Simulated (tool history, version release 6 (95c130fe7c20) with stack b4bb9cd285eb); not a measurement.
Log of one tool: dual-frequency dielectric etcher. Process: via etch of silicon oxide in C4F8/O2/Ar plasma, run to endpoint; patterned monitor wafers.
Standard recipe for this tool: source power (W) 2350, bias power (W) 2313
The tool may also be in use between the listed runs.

run	hour	source power (W)	bias power (W)	incoming incoming film thickness, nm	endpoint time (s)
1	0	2350	2438	1200.5	217.9
2	59.7	2350	2438	1192.6	217.9
3	192.7	2350	2438	1197.1	218.5
# hour 259.9: wet clean of the chamber
4	261.2	2350	2543	1207.6	213.3
5	338.9	2350	2543	1203.6	214.3
# hour 381.4: upper electrode replaced
6	398.9	2350	2313	1204.8	219.3
# hour 495.7: source power generator calibrated
7	557	2350	2313	1198.1	220.7
8	601.3	2920	2053	1195.9	206.2
# hour 610.9: bias power generator calibrated
9	661.4	2920	2313	1205.4	204.7
# hour 733.5: wet clean of the chamber
10	758.4	2790	2059	1191.4	206.7
11	813.5	2350	2438	1193.7	214.2
12	920.5	2350	1764	1207.1	233.8
13	1012	2810	2861	1206.9	199.4
14	1117.5	2350	2313	1207.8	224.8
15	1162.8	1760	2765	1215.7	242.9

Each row is a separate what-if for the run after 15, all from the same tool condition, not one after another. Results?
A	1163.3	2350	2313	1192.1	?
B	1163.3	2720	2628	1192.1	?
C	1163.3	1930	2536	1192.1	?
D	1163.3	2350	2119	1192.1	?

run	endpoint time (s)
A	220.9
B	202.9
C	233.6
D	225.1
Without the tool's hidden state the same runs would have given:
run	endpoint time (s)
A	213.6
B	196.2
C	225.8
D	217.6

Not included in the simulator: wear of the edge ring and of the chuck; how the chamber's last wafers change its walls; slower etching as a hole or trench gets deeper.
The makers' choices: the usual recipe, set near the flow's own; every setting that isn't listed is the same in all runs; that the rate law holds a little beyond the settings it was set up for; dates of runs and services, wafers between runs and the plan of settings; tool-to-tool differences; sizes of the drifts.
